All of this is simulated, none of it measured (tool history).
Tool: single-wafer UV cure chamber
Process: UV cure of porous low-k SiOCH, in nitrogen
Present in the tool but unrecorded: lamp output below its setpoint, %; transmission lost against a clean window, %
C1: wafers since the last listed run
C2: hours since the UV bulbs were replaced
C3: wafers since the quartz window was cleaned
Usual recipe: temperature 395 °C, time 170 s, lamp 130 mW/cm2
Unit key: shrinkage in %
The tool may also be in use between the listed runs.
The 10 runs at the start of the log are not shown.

-- hour=699.5 UV bulbs replaced
run 11 hour=763.8 | temperature=395 time=170 lamp=154 | C1=360 C2=64.3 C3=642 | shrinkage=13.614
run 12 hour=864.1 | temperature=395 time=220 lamp=130 | C1=407 C2=164.6 C3=1050 | shrinkage=13.734
run 13 hour=906.4 | temperature=395 time=170 lamp=130 | C1=172 C2=206.9 C3=1222 | shrinkage=12.447
run 14 hour=999.7 | temperature=395 time=170 lamp=130 | C1=379 C2=300.2 C3=1601 | shrinkage=12.844
run 15 hour=1060.8 | temperature=395 time=130 lamp=130 | C1=248 C2=361.3 C3=1850 | shrinkage=10.935
run 16 hour=1163.4 | temperature=395 time=130 lamp=130 | C1=417 C2=463.9 C3=2267 | shrinkage=11.144
-- hour=1263.2 quartz window cleaned
run 17 hour=1263.7 | temperature=395 time=130 lamp=130 | C1=375 C2=564.2 C3=2 | shrinkage=11.131
run 18 hour=1353.7 | temperature=404 time=95 lamp=130 | C1=366 C2=654.2 C3=368 | shrinkage=9.640
run 19 hour=1389.9 | temperature=395 time=170 lamp=130 | C1=147 C2=690.4 C3=515 | shrinkage=12.342
run 20 hour=1462.8 | temperature=395 time=170 lamp=130 | C1=296 C2=763.3 C3=811 | shrinkage=12.435
run 21 hour=1545.8 | temperature=395 time=170 lamp=130 | C1=337 C2=846.3 C3=1149 | shrinkage=12.490
run 22 hour=1600.4 | temperature=395 time=170 lamp=130 | C1=222 C2=900.9 C3=1371 | shrinkage=12.822
run 23 hour=1677.3 | temperature=409 time=95 lamp=118 | C1=312 C2=977.8 C3=1684 | shrinkage=9.445
run 24 hour=1729.7 | temperature=395 time=170 lamp=130 | C1=213 C2=1030.2 C3=1897 | shrinkage=12.454
run 25 hour=1768.4 | temperature=402 time=80 lamp=101 | C1=157 C2=1068.9 C3=2055 | shrinkage=7.749
run 26 hour=1852.6 | temperature=404 time=170 lamp=142 | C1=342 C2=1153.1 C3=2397 | shrinkage=13.201
-- hour=1869.4 quartz window cleaned
run 27 hour=1912.2 | temperature=395 time=170 lamp=130 | C1=209 C2=1212.7 C3=174 | shrinkage=12.633
run 28 hour=1952.4 | temperature=395 time=170 lamp=130 | C1=163 C2=1252.9 C3=337 | shrinkage=12.451
run 29 hour=2003.8 | temperature=414 time=130 lamp=95 | C1=209 C2=1304.3 C3=546 | shrinkage=10.169
run 30 hour=2086.4 | temperature=395 time=170 lamp=130 | C1=335 C2=1386.9 C3=882 | shrinkage=12.747
run 31 hour=2169.0 | temperature=405 time=120 lamp=96 | C1=335 C2=1469.5 C3=1218 | shrinkage=9.729

Run 32 has not been measured yet. What should we expect?
run 32 hour=2335.7 | temperature=404 time=240 lamp=165 | C1=678 C2=1636.2 C3=1896 | shrinkage=?

{"run 32": {"shrinkage": 15.349}}
Without the tool's hidden state the same run would have given shrinkage 15.349 %.

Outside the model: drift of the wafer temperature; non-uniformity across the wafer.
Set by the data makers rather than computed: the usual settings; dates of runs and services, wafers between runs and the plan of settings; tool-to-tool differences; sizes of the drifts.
